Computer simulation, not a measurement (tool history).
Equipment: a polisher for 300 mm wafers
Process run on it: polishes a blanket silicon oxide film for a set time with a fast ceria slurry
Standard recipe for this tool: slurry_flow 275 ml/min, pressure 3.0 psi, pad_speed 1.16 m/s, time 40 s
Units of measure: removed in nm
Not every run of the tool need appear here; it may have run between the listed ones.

run	hour	slurry_flow	pressure	pad_speed	time	wafers since the last listed run	wafers polished on this pad	hours since the slurry nozzle was cleaned	hours since the head pressure was calibrated	incoming thickness of the incoming film, nm	removed
1	0.0	275	3.0	1.16	40	0	2063	580.8	196.7	2171.6	860.2
2	37.4	275	3.0	1.16	40	462	2525	618.2	234.1	2161.6	856.6
3	91.1	275	3.0	1.16	40	664	3190	671.9	287.8	2164.7	852.5
4	153.2	275	3.0	1.16	40	768	3958	734.0	349.9	2163.9	844.5
# hour 188.9: worn pad replaced by a new one
# hour 199.5: slurry nozzle cleaned
5	257.2	275	3.0	1.16	40	1224	832	57.7	453.9	2161.0	875.1
6	302.2	275	3.0	1.16	40	556	1389	102.7	498.9	2201.2	882.4
7	407.2	275	2.7	1.00	40	1299	2688	207.7	603.9	2175.4	683.4
8	466.3	275	3.0	1.16	40	731	3419	266.8	663.0	2180.5	838.7
9	503.5	275	3.0	1.16	40	460	3880	304.0	700.2	2168.8	837.9
# hour 526.9: worn pad replaced by a new one
10	582.3	275	3.0	1.16	40	925	685	382.8	779.0	2144.9	856.0
11	679.4	275	3.0	1.16	40	1201	1886	479.9	876.1	2203.6	824.9
12	751.2	275	3.0	1.16	40	888	2775	551.7	947.9	2163.8	831.9
13	790.0	275	3.0	1.16	40	480	3255	590.5	986.7	2206.6	846.8
14	836.5	275	3.0	1.16	40	575	3830	637.0	1033.2	2191.9	806.6
15	908.5	275	3.0	1.16	40	890	4721	709.0	1105.2	2137.7	815.9
# hour 971.4: worn pad replaced by a new one
16	971.9	215	3.8	0.92	40	734	5	772.4	1168.6	2168.4	781.6
# hour 1007.1: slurry nozzle cleaned
17	1013.7	210	2.7	0.82	50	504	510	6.6	1210.4	2160.1	662.9
18	1108.9	210	3.8	1.16	33	1177	1688	101.8	1305.6	2155.2	804.7
19	1186.0	190	2.4	1.16	27	953	2642	178.9	1382.7	2180.4	441.2
20	1222.5	195	3.0	1.46	40	451	3093	215.4	1419.2	2148.8	1010.1
21	1299.4	250	3.0	1.40	46	951	4045	292.3	1496.1	2181.8	1133.1
# hour 1362.6: head pressure recalibrated
# hour 1366.5: worn pad replaced by a new one
22	1379.5	275	3.0	1.16	51	918	161	372.4	16.9	2197.6	1086.1
23	1435.2	275	3.9	0.86	47	689	850	428.1	72.6	2153.4	945.8
24	1514.9	275	3.0	1.16	40	986	1836	507.8	152.3	2160.2	863.5
25	1555.0	275	3.0	1.16	40	496	2332	547.9	192.4	2204.0	865.7
26	1643.4	275	3.0	1.16	40	1093	3426	636.3	280.8	2125.6	841.4
# hour 1719.3: worn pad replaced by a new one
27	1740.9	275	3.0	1.16	40	1156	267	733.8	378.3	2180.2	852.3
# hour 1748.6: slurry nozzle cleaned
28	1787.5	275	3.0	1.16	36	564	831	38.9	424.9	2149.7	800.2
29	1872.3	355	3.0	1.42	26	1049	1880	123.7	509.7	2135.5	706.4
30	1976.4	350	3.5	1.40	30	1287	3168	227.8	613.8	2193.2	918.1

Hidden state at the last listed run before each entry between runs and at the first one after, where it differs:
Run 4 -> run 5: worn pad replaced by a new one (hour 188.9); slurry nozzle cleaned (hour 199.5)
  slurry flow missing at the pad, %: 32.6 -> 6.72; deviation of the head's pressure from its setpoint, %: -4.14 -> -4.8
  difference, measured minus the result without the unlogged condition, removed: -80.1 -> -45.2 nm
Run 9 -> run 10: worn pad replaced by a new one (hour 526.9)
  slurry flow missing at the pad, %: 22.8 -> 25.5; deviation of the head's pressure from its setpoint, %: -5.86 -> -6.1
  difference, measured minus the result without the unlogged condition, removed: -74.3 -> -82.8 nm
Run 15 -> run 16: worn pad replaced by a new one (hour 971.4)
  slurry flow missing at the pad, %: 30.9 -> 31.4; deviation of the head's pressure from its setpoint, %: -6.75 -> -6.83
  difference, measured minus the result without the unlogged condition, removed: -95.1 -> -105.9 nm
Run 16 -> run 17: slurry nozzle cleaned (hour 1007.1)
  slurry flow missing at the pad, %: 31.4 -> 5.74; deviation of the head's pressure from its setpoint, %: -6.83 -> -6.87
  difference, measured minus the result without the unlogged condition, removed: -105.9 -> -48.3 nm
Run 21 -> run 22: head pressure recalibrated (hour 1362.6); worn pad replaced by a new one (hour 1366.5)
  slurry flow missing at the pad, %: 27.1 -> 30; deviation of the head's pressure from its setpoint, %: -7.1 -> -0.314
  difference, measured minus the result without the unlogged condition, removed: -130.8 -> -56.1 nm
Run 26 -> run 27: worn pad replaced by a new one (hour 1719.3)
  slurry flow missing at the pad, %: 35 -> 35.9; deviation of the head's pressure from its setpoint, %: -3.22 -> -3.94
  difference, measured minus the result without the unlogged condition, removed: -78.1 -> -87.5 nm
Run 27 -> run 28: slurry nozzle cleaned (hour 1748.6)
  slurry flow missing at the pad, %: 35.9 -> 6.1; deviation of the head's pressure from its setpoint, %: -3.94 -> -4.23
  difference, measured minus the result without the unlogged condition, removed: -87.5 -> -36.4 nm
